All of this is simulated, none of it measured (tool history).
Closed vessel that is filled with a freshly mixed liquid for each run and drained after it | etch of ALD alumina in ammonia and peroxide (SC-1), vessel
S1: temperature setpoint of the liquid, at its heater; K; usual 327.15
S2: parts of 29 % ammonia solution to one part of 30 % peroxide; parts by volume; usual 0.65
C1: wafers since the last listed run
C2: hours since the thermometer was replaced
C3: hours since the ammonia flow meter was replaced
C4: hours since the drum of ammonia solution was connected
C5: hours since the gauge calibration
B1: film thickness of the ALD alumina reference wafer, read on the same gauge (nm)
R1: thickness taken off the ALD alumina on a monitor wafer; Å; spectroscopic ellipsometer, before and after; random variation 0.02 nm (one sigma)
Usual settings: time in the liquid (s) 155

{"run": 1, "day": 0.0, "S1": 331.65, "S2": 0.65, "time in the liquid (s)": 155, "C1": 0, "C2": 567.7, "C3": 1292.5, "C4": 637.5, "C5": 117.4, "B1": 109.99, "R1": 117.8}
{"run": 2, "day": 0.575, "S1": 327.15, "S2": 0.65, "time in the liquid (s)": 155, "C1": 1210, "C2": 581.5, "C3": 1306.3, "C4": 651.3, "C5": 131.2, "B1": 110.04, "R1": 92.6}
{"run": 3, "day": 1.7, "S1": 327.15, "S2": 0.65, "time in the liquid (s)": 155, "C1": 2367, "C2": 608.5, "C3": 1333.3, "C4": 678.3, "C5": 158.2, "B1": 109.95, "R1": 92.6}
{"run": 4, "day": 2.683, "S1": 327.15, "S2": 0.8, "time in the liquid (s)": 95, "C1": 2069, "C2": 632.1, "C3": 1356.9, "C4": 701.9, "C5": 181.8, "B1": 109.97, "R1": 57.9}
{"run": 5, "day": 3.567, "S1": 327.15, "S2": 0.8, "time in the liquid (s)": 95, "C1": 1859, "C2": 653.3, "C3": 1378.1, "C4": 723.1, "C5": 203, "B1": 109.99, "R1": 58.2}
{"run": 6, "day": 4.879, "S1": 327.15, "S2": 0.8, "time in the liquid (s)": 95, "C1": 2762, "C2": 684.8, "C3": 1409.6, "C4": 754.6, "C5": 234.5, "B1": 110.01, "R1": 58.4}
{"run": 7, "day": 6.225, "S1": 327.15, "S2": 0.65, "time in the liquid (s)": 155, "C1": 2832, "C2": 717.1, "C3": 1441.9, "C4": 786.9, "C5": 266.8, "B1": 110.01, "R1": 93.3}
{"day": 6.504, "done": "ammonia flow meter replaced"}
{"day": 7.158, "done": "gauge calibrated"}
{"run": 8, "day": 7.492, "S1": 327.15, "S2": 0.65, "time in the liquid (s)": 155, "C1": 2578, "C2": 747.5, "C3": 23.7, "C4": 817.3, "C5": 8, "B1": 110, "R1": 93.7}
{"run": 9, "day": 8.417, "S1": 327.15, "S2": 0.65, "time in the liquid (s)": 155, "C1": 1946, "C2": 769.7, "C3": 45.9, "C4": 839.5, "C5": 30.2, "B1": 109.95, "R1": 93.8}
{"run": 10, "day": 9.662, "S1": 319.65, "S2": 0.65, "time in the liquid (s)": 155, "C1": 2622, "C2": 799.6, "C3": 75.8, "C4": 869.4, "C5": 60.1, "B1": 110.01, "R1": 62.1}
{"run": 11, "day": 10.612, "S1": 319.65, "S2": 0.65, "time in the liquid (s)": 155, "C1": 1999, "C2": 822.4, "C3": 98.6, "C4": 892.2, "C5": 82.9, "B1": 109.98, "R1": 62.6}
{"day": 11.608, "done": "thermometer replaced"}
{"run": 12, "day": 11.75, "S1": 327.15, "S2": 0.55, "time in the liquid (s)": 155, "C1": 2306, "C2": 3.4, "C3": 125.9, "C4": 919.5, "C5": 110.2, "B1": 110.02, "R1": 88.4}
{"run": 13, "day": 12.338, "S1": 333.15, "S2": 0.45, "time in the liquid (s)": 120, "C1": 1236, "C2": 17.5, "C3": 140, "C4": 933.6, "C5": 124.3, "B1": 110.01, "R1": 92}
{"run": 14, "day": 13.088, "S1": 327.15, "S2": 0.65, "time in the liquid (s)": 155, "C1": 1578, "C2": 35.5, "C3": 158, "C4": 951.6, "C5": 142.3, "B1": 110.01, "R1": 90.2}
{"day": 13.992, "done": "new drum of ammonia solution connected"}
{"run": 15, "day": 14.254, "S1": 319.15, "S2": 0.65, "time in the liquid (s)": 155, "C1": 2367, "C2": 63.5, "C3": 186, "C4": 6.3, "C5": 170.3, "B1": 109.99, "R1": 58.2}
{"run": 16, "day": 14.933, "S1": 331.65, "S2": 0.55, "time in the liquid (s)": 155, "C1": 1429, "C2": 79.8, "C3": 202.3, "C4": 22.6, "C5": 186.6, "B1": 110, "R1": 112.7}
{"run": 17, "day": 15.6, "S1": 322.15, "S2": 0.45, "time in the liquid (s)": 155, "C1": 1403, "C2": 95.8, "C3": 218.3, "C4": 38.6, "C5": 202.6, "B1": 110.02, "R1": 66.6}
{"run": 18, "day": 16.254, "S1": 334.15, "S2": 0.9, "time in the liquid (s)": 190, "C1": 1376, "C2": 111.5, "C3": 234, "C4": 54.3, "C5": 218.3, "B1": 109.97, "R1": 164.9}
{"run": 19, "day": 16.962, "S1": 327.15, "S2": 0.65, "time in the liquid (s)": 155, "C1": 1490, "C2": 128.5, "C3": 251, "C4": 71.3, "C5": 235.3, "B1": 110, "R1": 90.4}
{"run": 20, "day": 17.842, "S1": 332.15, "S2": 0.95, "time in the liquid (s)": 230, "C1": 1850, "C2": 149.6, "C3": 272.1, "C4": 92.4, "C5": 256.4, "B1": 110.02, "R1": 180.5}
{"run": 21, "day": 19.025, "S1": 327.15, "S2": 0.65, "time in the liquid (s)": 155, "C1": 2490, "C2": 178, "C3": 300.5, "C4": 120.8, "C5": 284.8, "B1": 109.98, "R1": 90.7}
{"run": 22, "day": 20.446, "S1": 336.15, "S2": 0.55, "time in the liquid (s)": 155, "C1": 2990, "C2": 212.1, "C3": 334.6, "C4": 154.9, "C5": 318.9, "B1": 109.99, "R1": 142.2}
{"run": 23, "day": 21.192, "S1": 331.15, "S2": 0.45, "time in the liquid (s)": 75, "C1": 1569, "C2": 230, "C3": 352.5, "C4": 172.8, "C5": 336.8, "B1": 109.95, "R1": 52.3}

Forecast each of these 4 alternatives for the next run:
{"run": "A", "day": 21.221, "S1": 330.65, "S2": 0.65, "time in the liquid (s)": 155, "C1": 61, "C2": 230.7, "C3": 353.2, "C4": 173.5, "C5": 337.5, "B1": "?", "R1": "?"}
{"run": "B", "day": 21.221, "S1": 318.65, "S2": 0.65, "time in the liquid (s)": 95, "C1": 61, "C2": 230.7, "C3": 353.2, "C4": 173.5, "C5": 337.5, "B1": "?", "R1": "?"}
{"run": "C", "day": 21.221, "S1": 327.15, "S2": 0.75, "time in the liquid (s)": 155, "C1": 61, "C2": 230.7, "C3": 353.2, "C4": 173.5, "C5": 337.5, "B1": "?", "R1": "?"}
{"run": "D", "day": 21.221, "S1": 331.65, "S2": 0.75, "time in the liquid (s)": 155, "C1": 61, "C2": 230.7, "C3": 353.2, "C4": 173.5, "C5": 337.5, "B1": "?", "R1": "?"}

run=A B1=110.02 R1=109.8
run=B B1=110.02 R1=35.1
run=C B1=110.02 R1=92.5
run=D B1=110.02 R1=117.2
Without the tool's hidden state the same runs would have given:
run=A R1=107.8
run=B R1=34.4
run=C R1=90.8
run=D R1=115.1

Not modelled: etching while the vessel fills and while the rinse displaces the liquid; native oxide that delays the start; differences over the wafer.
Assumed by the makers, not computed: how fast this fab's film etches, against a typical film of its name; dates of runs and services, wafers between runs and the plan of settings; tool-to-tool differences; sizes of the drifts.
